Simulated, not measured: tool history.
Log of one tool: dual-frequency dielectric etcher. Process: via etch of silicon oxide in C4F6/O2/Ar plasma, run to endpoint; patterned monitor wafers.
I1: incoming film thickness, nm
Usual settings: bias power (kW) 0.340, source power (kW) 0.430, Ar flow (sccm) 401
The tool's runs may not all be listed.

Run 1, hour 0.0: usual settings but bias power (kW) 0.386, source power (kW) 0.460; I1 73.6. Result: endpoint time (s) 19.4.
Run 2, hour 44.6: usual settings; I1 73.4. Result: endpoint time (s) 20.9.
Run 3, hour 112.8: usual settings; I1 73.1. Result: endpoint time (s) 20.9.
Run 4, hour 172.0: usual settings but bias power (kW) 0.283; I1 73.3. Result: endpoint time (s) 22.0.
Run 5, hour 238.5: usual settings but bias power (kW) 0.283; I1 73.6. Result: endpoint time (s) 22.1.
Run 6, hour 259.4: usual settings; I1 73.0. Result: endpoint time (s) 20.8.
Run 7, hour 300.8: usual settings; I1 73.3. Result: endpoint time (s) 21.0.
Run 8, hour 357.1: usual settings; I1 73.4. Result: endpoint time (s) 20.8.
Run 9, hour 414.2: usual settings; I1 73.1. Result: endpoint time (s) 20.7.
Run 10, hour 483.6: usual settings but source power (kW) 0.490, Ar flow (sccm) 458; I1 73.2. Result: endpoint time (s) 20.4.
Run 11, hour 539.7: usual settings but Ar flow (sccm) 322; I1 73.4. Result: endpoint time (s) 20.3.
Run 12, hour 576.5: usual settings but bias power (kW) 0.259, source power (kW) 0.530, Ar flow (sccm) 363; I1 72.8. Result: endpoint time (s) 20.8.
Run 13, hour 627.6: usual settings; I1 72.7. Result: endpoint time (s) 20.6.
Run 14, hour 688.7: usual settings but bias power (kW) 0.316, source power (kW) 0.510, Ar flow (sccm) 442; I1 74.2. Result: endpoint time (s) 20.4.
Run 15, hour 777.1: usual settings; I1 73.4. Result: endpoint time (s) 20.8.
Run 16, hour 813.4: usual settings but source power (kW) 0.520, Ar flow (sccm) 491; I1 73.4. Result: endpoint time (s) 20.0.
Run 17, hour 883.2: usual settings; I1 73.3. Result: endpoint time (s) 20.9.
Run 18, hour 950.6: usual settings; I1 73.9. Result: endpoint time (s) 21.1.
Run 19, hour 978.8: usual settings but bias power (kW) 0.421, source power (kW) 0.380, Ar flow (sccm) 457; I1 73.1. Result: endpoint time (s) 20.5.
Run 20, hour 1005.7: usual settings; I1 72.7. Result: endpoint time (s) 20.7.
Run 21, hour 1040.4: usual settings but bias power (kW) 0.366, source power (kW) 0.360, Ar flow (sccm) 432; I1 73.5. Result: endpoint time (s) 21.6.
Run 22, hour 1092.0: usual settings; I1 72.7. Result: endpoint time (s) 20.8.
Run 23, hour 1159.0: usual settings but bias power (kW) 0.259, source power (kW) 0.350, Ar flow (sccm) 352; I1 73.9. Result: endpoint time (s) 23.9.
Run 24, hour 1226.6: usual settings but source power (kW) 0.380; I1 73.9. Result: endpoint time (s) 21.5.
Run 25, hour 1287.8: usual settings but bias power (kW) 0.415, source power (kW) 0.480, Ar flow (sccm) 490; I1 73.4. Result: endpoint time (s) 19.2.
Run 26, hour 1327.3: usual settings but bias power (kW) 0.292; I1 73.6. Result: endpoint time (s) 21.8.
Run 27, hour 1358.6: usual settings but bias power (kW) 0.405, Ar flow (sccm) 356; I1 74.1. Result: endpoint time (s) 19.7.
Run 28, hour 1429.6: usual settings but bias power (kW) 0.389, source power (kW) 0.480, Ar flow (sccm) 495; I1 73.6. Result: endpoint time (s) 19.8.
Run 29, hour 1487.9: usual settings but bias power (kW) 0.318, source power (kW) 0.490, Ar flow (sccm) 488; I1 73.2. Result: endpoint time (s) 20.8.

Taken out of this log: 7 entries between the listed runs. Where each belongs, and how the hidden state differs across it:
Between runs 4 and 5: upper electrode replaced (hour 238.0)
  no hidden state differs between the two runs
Between runs 6 and 7: wet clean of the chamber (hour 300.3)
  no hidden state differs between the two runs
Between runs 9 and 10: source power generator calibrated (hour 426.0)
  no hidden state differs between the two runs
Between runs 14 and 15: wet clean of the chamber (hour 776.6)
  no hidden state differs between the two runs
Between runs 15 and 16: Ar flow controller replaced (hour 800.0)
  no hidden state differs between the two runs
Between runs 20 and 21: bias power generator calibrated (hour 1033.6)
  no hidden state differs between the two runs
Between runs 24 and 25: wet clean of the chamber (hour 1265.7)
  no hidden state differs between the two runs

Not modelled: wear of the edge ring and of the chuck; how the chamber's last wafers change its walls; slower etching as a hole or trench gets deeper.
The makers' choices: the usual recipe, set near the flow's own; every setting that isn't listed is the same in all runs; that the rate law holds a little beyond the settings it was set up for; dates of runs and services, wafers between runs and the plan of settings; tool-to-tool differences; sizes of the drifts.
